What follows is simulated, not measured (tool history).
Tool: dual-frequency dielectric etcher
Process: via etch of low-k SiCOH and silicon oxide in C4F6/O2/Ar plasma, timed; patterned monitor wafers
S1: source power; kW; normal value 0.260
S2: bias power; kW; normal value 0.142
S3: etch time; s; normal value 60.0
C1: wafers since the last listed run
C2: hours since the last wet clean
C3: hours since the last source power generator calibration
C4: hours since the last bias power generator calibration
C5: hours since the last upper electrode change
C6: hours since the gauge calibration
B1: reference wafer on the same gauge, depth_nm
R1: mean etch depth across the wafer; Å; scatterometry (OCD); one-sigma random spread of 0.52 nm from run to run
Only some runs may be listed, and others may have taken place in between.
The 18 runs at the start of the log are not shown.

{"run": 19, "hour": 938.7, "S1": 0.26, "S2": 0.122, "S3": 60.0, "C1": 520, "C2": 428.2, "C3": 346.5, "C4": 5535.1, "C5": 430.8, "C6": 581.0, "B1": 137.0, "R1": 1165}
{"hour": 1000.5, "done": "wet clean of the chamber"}
{"run": 20, "hour": 1001.0, "S1": 0.24, "S2": 0.111, "S3": 60.0, "C1": 528, "C2": 0.5, "C3": 408.8, "C4": 5597.4, "C5": 493.1, "C6": 643.3, "B1": 137.0, "R1": 1100}
{"run": 21, "hour": 1044.5, "S1": 0.24, "S2": 0.129, "S3": 72.0, "C1": 600, "C2": 44.0, "C3": 452.3, "C4": 5640.9, "C5": 536.6, "C6": 686.8, "B1": 137.0, "R1": 1384}
{"run": 22, "hour": 1099.1, "S1": 0.3, "S2": 0.175, "S3": 60.0, "C1": 753, "C2": 98.6, "C3": 506.9, "C4": 5695.5, "C5": 591.2, "C6": 741.4, "B1": 136.8, "R1": 1410}
{"hour": 1127.2, "done": "bias power generator calibrated"}
{"run": 23, "hour": 1145.1, "S1": 0.24, "S2": 0.171, "S3": 48.5, "C1": 579, "C2": 144.6, "C3": 552.9, "C4": 17.9, "C5": 637.2, "C6": 787.4, "B1": 137.1, "R1": 1033}
{"run": 24, "hour": 1198.5, "S1": 0.2, "S2": 0.162, "S3": 68.5, "C1": 737, "C2": 198.0, "C3": 606.3, "C4": 71.3, "C5": 690.6, "C6": 840.8, "B1": 136.8, "R1": 1330}
{"run": 25, "hour": 1247.5, "S1": 0.26, "S2": 0.107, "S3": 68.5, "C1": 676, "C2": 247.0, "C3": 655.3, "C4": 120.3, "C5": 739.6, "C6": 889.8, "B1": 137.0, "R1": 1273}
{"run": 26, "hour": 1276.1, "S1": 0.32, "S2": 0.161, "S3": 73.0, "C1": 394, "C2": 275.6, "C3": 683.9, "C4": 148.9, "C5": 768.2, "C6": 918.4, "B1": 137.1, "R1": 1719}
{"run": 27, "hour": 1334.9, "S1": 0.21, "S2": 0.142, "S3": 69.0, "C1": 811, "C2": 334.4, "C3": 742.7, "C4": 207.7, "C5": 827.0, "C6": 977.2, "B1": 136.9, "R1": 1295}
{"run": 28, "hour": 1388.1, "S1": 0.26, "S2": 0.15, "S3": 60.0, "C1": 734, "C2": 387.6, "C3": 795.9, "C4": 260.9, "C5": 880.2, "C6": 1030.4, "B1": 137.1, "R1": 1269}
{"run": 29, "hour": 1421.7, "S1": 0.26, "S2": 0.142, "S3": 60.0, "C1": 463, "C2": 421.2, "C3": 829.5, "C4": 294.5, "C5": 913.8, "C6": 1064.0, "B1": 136.8, "R1": 1248}
{"run": 30, "hour": 1464.9, "S1": 0.26, "S2": 0.158, "S3": 60.0, "C1": 596, "C2": 464.4, "C3": 872.7, "C4": 337.7, "C5": 957.0, "C6": 1107.2, "B1": 137.0, "R1": 1295}

Below are 4 alternative next runs, each starting from the tool's condition after run 30. Predict each:
{"run": "A", "hour": 1465.3, "S1": 0.26, "S2": 0.142, "S3": 60.0, "C1": 5, "C2": 464.8, "C3": 873.1, "C4": 338.1, "C5": 957.4, "C6": 1107.6, "B1": "?", "R1": "?"}
{"run": "B", "hour": 1465.3, "S1": 0.23, "S2": 0.107, "S3": 54.0, "C1": 5, "C2": 464.8, "C3": 873.1, "C4": 338.1, "C5": 957.4, "C6": 1107.6, "B1": "?", "R1": "?"}
{"run": "C", "hour": 1465.3, "S1": 0.23, "S2": 0.176, "S3": 73.5, "C1": 5, "C2": 464.8, "C3": 873.1, "C4": 338.1, "C5": 957.4, "C6": 1107.6, "B1": "?", "R1": "?"}
{"run": "D", "hour": 1465.3, "S1": 0.22, "S2": 0.178, "S3": 43.0, "C1": 5, "C2": 464.8, "C3": 873.1, "C4": 338.1, "C5": 957.4, "C6": 1107.6, "B1": "?", "R1": "?"}

run=A B1=137.2 R1=1245
run=B B1=137.2 R1=958
run=C B1=137.2 R1=1567
run=D B1=137.2 R1=904
Without the tool's hidden state the same runs would have given:
run=A R1=1222
run=B R1=940
run=C R1=1539
run=D R1=887
